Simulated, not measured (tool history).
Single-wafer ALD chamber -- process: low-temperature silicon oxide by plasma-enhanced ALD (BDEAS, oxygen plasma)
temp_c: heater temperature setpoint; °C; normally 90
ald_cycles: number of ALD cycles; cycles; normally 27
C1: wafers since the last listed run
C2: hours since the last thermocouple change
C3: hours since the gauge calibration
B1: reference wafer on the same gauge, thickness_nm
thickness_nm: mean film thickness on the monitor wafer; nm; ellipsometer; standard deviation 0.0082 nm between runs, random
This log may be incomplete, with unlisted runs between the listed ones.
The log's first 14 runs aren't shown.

-- hour=165.1 gauge calibrated
run 15 hour=168.8 | temp_c=80 ald_cycles=27 | C1=93 C2=1564.5 C3=3.7 | B1=3.129 | thickness_nm=3.367
run 16 hour=175.7 | temp_c=97 ald_cycles=30 | C1=39 C2=1571.4 C3=10.6 | B1=3.128 | thickness_nm=3.562
run 17 hour=188.8 | temp_c=90 ald_cycles=27 | C1=75 C2=1584.5 C3=23.7 | B1=3.127 | thickness_nm=3.274
run 18 hour=205.6 | temp_c=90 ald_cycles=27 | C1=96 C2=1601.3 C3=40.5 | B1=3.123 | thickness_nm=3.267
run 19 hour=216.9 | temp_c=99 ald_cycles=24 | C1=65 C2=1612.6 C3=51.8 | B1=3.123 | thickness_nm=2.826
run 20 hour=228.4 | temp_c=90 ald_cycles=27 | C1=66 C2=1624.1 C3=63.3 | B1=3.123 | thickness_nm=3.269
-- hour=275.1 thermocouple changed; heater temperature recalibrated
run 21 hour=276.6 | temp_c=90 ald_cycles=27 | C1=232 C2=1.5 C3=111.5 | B1=3.116 | thickness_nm=3.262
run 22 hour=293.1 | temp_c=81 ald_cycles=27 | C1=95 C2=18.0 C3=128.0 | B1=3.113 | thickness_nm=3.348
run 23 hour=307.0 | temp_c=102 ald_cycles=27 | C1=80 C2=31.9 C3=141.9 | B1=3.113 | thickness_nm=3.144
run 24 hour=319.0 | temp_c=94 ald_cycles=30 | C1=69 C2=43.9 C3=153.9 | B1=3.110 | thickness_nm=3.579
run 25 hour=326.5 | temp_c=82 ald_cycles=31 | C1=43 C2=51.4 C3=161.4 | B1=3.110 | thickness_nm=3.824
run 26 hour=334.6 | temp_c=94 ald_cycles=26 | C1=46 C2=59.5 C3=169.5 | B1=3.108 | thickness_nm=3.105
run 27 hour=344.4 | temp_c=102 ald_cycles=32 | C1=56 C2=69.3 C3=179.3 | B1=3.105 | thickness_nm=3.713
run 28 hour=360.9 | temp_c=90 ald_cycles=27 | C1=95 C2=85.8 C3=195.8 | B1=3.106 | thickness_nm=3.248
run 29 hour=377.2 | temp_c=96 ald_cycles=31 | C1=94 C2=102.1 C3=212.1 | B1=3.104 | thickness_nm=3.660
run 30 hour=394.6 | temp_c=90 ald_cycles=27 | C1=100 C2=119.5 C3=229.5 | B1=3.100 | thickness_nm=3.240

Predict each of these 3 candidate next runs independently; none follows another, all start after run 30:
run A hour=395.0 | temp_c=99 ald_cycles=27 | C1=2 C2=119.9 C3=229.9 | B1=? | thickness_nm=?
run B hour=395.0 | temp_c=81 ald_cycles=32 | C1=2 C2=119.9 C3=229.9 | B1=? | thickness_nm=?
run C hour=395.0 | temp_c=90 ald_cycles=29 | C1=2 C2=119.9 C3=229.9 | B1=? | thickness_nm=?

run=A B1=3.101 thickness_nm=3.145
run=B B1=3.101 thickness_nm=3.939
run=C B1=3.101 thickness_nm=3.474
With the hidden condition removed and each run's random variation left untouched, the same runs would have given:
run=A thickness_nm=3.164
run=B thickness_nm=3.963
run=C thickness_nm=3.495
